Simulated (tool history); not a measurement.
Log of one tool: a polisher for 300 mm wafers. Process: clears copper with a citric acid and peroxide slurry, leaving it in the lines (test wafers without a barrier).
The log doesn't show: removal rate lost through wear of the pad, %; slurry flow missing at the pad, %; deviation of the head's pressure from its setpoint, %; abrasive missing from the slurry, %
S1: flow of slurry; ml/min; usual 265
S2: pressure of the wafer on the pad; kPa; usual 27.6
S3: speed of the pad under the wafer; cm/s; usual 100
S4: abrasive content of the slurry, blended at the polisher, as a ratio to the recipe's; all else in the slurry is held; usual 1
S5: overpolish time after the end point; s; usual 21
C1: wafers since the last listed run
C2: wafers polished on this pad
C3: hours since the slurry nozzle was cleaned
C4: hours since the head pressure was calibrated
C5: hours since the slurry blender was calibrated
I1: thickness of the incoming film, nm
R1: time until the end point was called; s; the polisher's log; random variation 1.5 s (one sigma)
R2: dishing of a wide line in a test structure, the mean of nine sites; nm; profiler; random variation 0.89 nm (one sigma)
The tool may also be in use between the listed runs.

| run | hour | S1 | S2 | S3 | S4 | S5 | C1 | C2 | C3 | C4 | C5 | I1 | R1 | R2 |
|---|---|---|---|---|---|---|---|---|---|---|---|---|---|---|
| 1 | 0 | 265 | 27.6 | 100 | 1 | 21 | 0 | 384 | 269.5 | 767.4 | 2.9 | 416.7 | 141.1 | 45.4 |
| 2 | 27.1 | 265 | 27.6 | 100 | 1 | 21 | 127 | 511 | 296.6 | 794.5 | 30 | 413.5 | 139.3 | 44.4 |
| 3 | 97.1 | 265 | 27.6 | 100 | 1 | 21 | 328 | 840 | 366.6 | 864.5 | 100 | 411.3 | 135.2 | 43.5 |
| 4 | 152.5 | 265 | 27.6 | 100 | 1 | 21 | 260 | 1100 | 422 | 919.9 | 155.4 | 414.7 | 138.2 | 44.7 |
| 5 | 206.7 | 265 | 27.6 | 100 | 1 | 21 | 254 | 1355 | 476.2 | 974.1 | 209.6 | 417.2 | 140.2 | 45 |
|  | 257.6 | slurry nozzle cleaned |
| 6 | 278.7 | 265 | 27.6 | 100 | 1 | 21 | 333 | 1688 | 21.1 | 1046.1 | 281.6 | 411.4 | 138.6 | 44.9 |
| 7 | 344.5 | 175 | 27.6 | 72 | 1 | 21 | 308 | 1997 | 86.9 | 1111.9 | 347.4 | 415.2 | 185.1 | 34.5 |
|  | 371.6 | worn pad replaced by a new one |
| 8 | 372.1 | 265 | 27.6 | 112 | 1 | 21 | 110 | 2 | 114.5 | 1139.5 | 375 | 414.2 | 127.7 | 47 |
| 9 | 402.3 | 225 | 27.6 | 80 | 1 | 21 | 141 | 143 | 144.7 | 1169.7 | 405.2 | 413 | 164.7 | 39.4 |
|  | 435.5 | head pressure recalibrated |
|  | 462.1 | slurry blender recalibrated |
| 10 | 471.7 | 265 | 35.9 | 122 | 1 | 21 | 307 | 451 | 214.1 | 36.2 | 9.6 | 414.8 | 90.5 | 62.9 |
| 11 | 505.6 | 265 | 27.6 | 100 | 1.1 | 21 | 159 | 610 | 248 | 70.1 | 43.5 | 409.3 | 138 | 44.1 |
| 12 | 556.7 | 265 | 30.3 | 90 | 1.1 | 33 | 239 | 850 | 299.1 | 121.2 | 94.6 | 412.7 | 131.7 | 67.6 |
| 13 | 623.2 | 265 | 17.9 | 132 | 1.25 | 21 | 312 | 1162 | 365.6 | 187.7 | 161.1 | 409 | 162.5 | 39.4 |
| 14 | 668.4 | 235 | 23.4 | 100 | 1 | 27 | 212 | 1374 | 410.8 | 232.9 | 206.3 | 410.9 | 165.2 | 46.8 |
| 15 | 733.3 | 220 | 27.6 | 66 | 0.85 | 26 | 304 | 1679 | 475.7 | 297.8 | 271.2 | 418.5 | 199 | 40.1 |
| 16 | 802.3 | 180 | 27.6 | 100 | 0.7 | 16 | 323 | 2003 | 544.7 | 366.8 | 340.2 | 408.5 | 151.8 | 31.4 |
|  | 856.7 | slurry nozzle cleaned |
| 17 | 859.8 | 265 | 27.6 | 124 | 1 | 30 | 265 | 2268 | 3.1 | 424.3 | 397.7 | 422 | 117.1 | 67.4 |
|  | 906.5 | worn pad replaced by a new one |
| 18 | 994.3 | 265 | 27.6 | 100 | 1 | 21 | 612 | 412 | 137.6 | 558.8 | 532.2 | 416.4 | 136.3 | 46.2 |
|  | 1001.9 | slurry blender recalibrated |
| 19 | 1062.3 | 265 | 27.6 | 86 | 1 | 21 | 309 | 722 | 205.6 | 626.8 | 60.4 | 415.1 | 155.3 | 40.9 |
| 20 | 1109.8 | 320 | 24.8 | 100 | 1 | 21 | 223 | 945 | 253.1 | 674.3 | 107.9 | 421.5 | 154.7 | 41.6 |
| 21 | 1179.9 | 265 | 33.1 | 132 | 1 | 21 | 329 | 1274 | 323.2 | 744.4 | 178 | 409.9 | 90 | 63.3 |
| 22 | 1240.2 | 265 | 36.5 | 70 | 1 | 21 | 283 | 1557 | 383.5 | 804.7 | 238.3 | 418.5 | 137.3 | 45.6 |
| 23 | 1278.9 | 265 | 27.6 | 100 | 1 | 14 | 181 | 1739 | 422.2 | 843.4 | 277 | 412.2 | 138.4 | 31.5 |
| 24 | 1320.9 | 265 | 21.4 | 100 | 1 | 21 | 197 | 1936 | 464.2 | 885.4 | 319 | 413 | 180.3 | 37 |
| 25 | 1370.8 | 265 | 27.6 | 100 | 1.25 | 30 | 234 | 2170 | 514.1 | 935.3 | 368.9 | 413.8 | 135.7 | 61.9 |
| 26 | 1411.1 | 265 | 31.7 | 114 | 1 | 9 | 189 | 2360 | 554.4 | 975.6 | 409.2 | 418.7 | 111.7 | 25.9 |
|  | 1417.7 | worn pad replaced by a new one |
|  | 1456.3 | slurry nozzle cleaned |
| 27 | 1456.8 | 265 | 27.6 | 100 | 1 | 21 | 191 | 179 | 0.5 | 1021.3 | 454.9 | 418.5 | 137.9 | 44.6 |

The tool's hidden state at each run:
removal rate lost through wear of the pad, %: 0 in every run
slurry flow missing at the pad, %: 0 in every run
deviation of the head's pressure from its setpoint, %: 0 in every run
abrasive missing from the slurry, %: 0 in every run

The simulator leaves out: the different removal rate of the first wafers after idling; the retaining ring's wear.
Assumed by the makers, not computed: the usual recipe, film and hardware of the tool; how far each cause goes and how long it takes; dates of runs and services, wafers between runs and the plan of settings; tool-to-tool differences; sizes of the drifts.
